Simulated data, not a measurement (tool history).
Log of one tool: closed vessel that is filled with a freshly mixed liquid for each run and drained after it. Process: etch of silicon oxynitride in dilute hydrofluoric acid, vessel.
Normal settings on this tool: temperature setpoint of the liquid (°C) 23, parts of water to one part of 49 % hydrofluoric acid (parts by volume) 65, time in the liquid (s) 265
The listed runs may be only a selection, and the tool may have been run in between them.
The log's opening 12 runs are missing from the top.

run    hour  temperature setpoint of the liquid (°C)  parts of water to one part of 49 % hydrofluoric acid (parts by volume)  time in the liquid (s)  wafers since the last listed run  hours since the thermometer was replaced  hours since the hydrofluoric acid flow meter was replaced  hours since the gauge calibration  read-back film thickness of the silicon oxynitride reference wafer, read on the same gauge (nm)  thickness taken off the silicon oxynitride on a monitor wafer (angstrom)
 13   582.6                                     20.5                                                                      65                     110                              5263                                    2054.2                                                       1817                               1520                                                                                            69.99                                                                      47.6
 14   609.1                                     27.5                                                                      45                     105                              2091                                    2080.7                                                     1843.5                             1546.5                                                                                            69.99                                                                        94
 15     661                                     26.5                                                                      40                     365                              4095                                    2132.6                                                     1895.4                             1598.4                                                                                            69.99                                                                     348.7
 16   688.7                                       23                                                                      65                     395                              2185                                    2160.3                                                     1923.1                             1626.1                                                                                            70.01                                                                     191.9
 17   730.1                                       26                                                                      35                     220                              3267                                    2201.7                                                     1964.5                             1667.5                                                                                            70.06                                                                     234.7
 18   774.9                                       23                                                                      65                     265                              3535                                    2246.5                                                     2009.3                             1712.3                                                                                               70                                                                       128
 19   802.6                                     25.5                                                                      40                     415                              2185                                    2274.2                                                       2037                               1740                                                                                            69.97                                                                     374.6
 20     847                                       25                                                                      50                     400                              3503                                    2318.6                                                     2081.4                             1784.4                                                                                            69.99                                                                     279.3
      878.6  -- hydrofluoric acid flow meter replaced
 21   910.3                                       20                                                                      65                     265                              4916                                    2381.9                                                       31.7                             1847.7                                                                                            70.01                                                                     111.2
 22   960.3                                       23                                                                      65                     265                              3945                                    2431.9                                                       81.7                             1897.7                                                                                               70                                                                     127.7
      973.1  -- gauge calibrated
     1120.3  -- thermometer replaced
 23  1121.1                                       23                                                                      65                     265                             12610                                       0.8                                                      242.5                                148                                                                                            69.97                                                                     135.2
 24  1191.4                                       21                                                                      65                     175                              5547                                      71.1                                                      312.8                              218.3                                                                                            70.02                                                                      80.7
 25  1239.2                                       23                                                                      65                     265                              3772                                     118.9                                                      360.6                              266.1                                                                                            70.01                                                                     134.2
 26  1264.3                                       23                                                                      65                     195                              1980                                       144                                                      385.7                              291.2                                                                                            70.03                                                                      99.3
 27  1323.9                                     24.5                                                                      65                     205                              4703                                     203.6                                                      445.3                              350.8                                                                                            70.02                                                                     112.5
 28  1385.9                                       23                                                                      65                     265                              4892                                     265.6                                                      507.3                              412.8                                                                                            69.97                                                                     136.1
 29  1416.5                                     26.5                                                                      65                     415                              2414                                     296.2                                                      537.9                              443.4                                                                                            70.05                                                                     250.5
 30  1442.6                                       23                                                                      40                     175                              2059                                     322.3                                                        564                              469.5                                                                                               70                                                                     147.9
 31  1513.5                                     20.5                                                                      45                     190                              5595                                     393.2                                                      634.9                              540.4                                                                                               70                                                                     125.6
 32  1553.8                                       23                                                                      40                     265                              3180                                     433.5                                                      675.2                              580.7                                                                                            70.01                                                                     222.2
 33  1583.9                                     19.5                                                                      45                     115                              2375                                     463.6                                                      705.3                              610.8                                                                                            70.05                                                                      71.8
 34  1654.5                                       23                                                                      65                     380                              5571                                     534.2                                                      775.9                              681.4                                                                                            70.03                                                                     193.3

Branching from run 34: 3 alternative next runs. What would each branch give?
  A  1655.2                                       26                                                                      65                     265                                55                                     534.9                                                      776.6                              682.1                                                                                                ?                                                                         ?
  B  1655.2                                       23                                                                      65                     190                                55                                     534.9                                                      776.6                              682.1                                                                                                ?                                                                         ?
  C  1655.2                                     27.5                                                                      65                     265                                55                                     534.9                                                      776.6                              682.1                                                                                                ?                                                                         ?

run  read-back film thickness of the silicon oxynitride reference wafer, read on the same gauge (nm)  thickness taken off the silicon oxynitride on a monitor wafer (angstrom)
  A                                                                                            70.02                                                                     154.9
  B                                                                                            70.02                                                                      96.1
  C                                                                                            70.02                                                                     166.3
Stripped of hidden state, with their random variation kept, the same runs would have yielded:
run  thickness taken off the silicon oxynitride on a monitor wafer (angstrom)
  A                                                                     157.2
  B                                                                      97.5
  C                                                                     168.7

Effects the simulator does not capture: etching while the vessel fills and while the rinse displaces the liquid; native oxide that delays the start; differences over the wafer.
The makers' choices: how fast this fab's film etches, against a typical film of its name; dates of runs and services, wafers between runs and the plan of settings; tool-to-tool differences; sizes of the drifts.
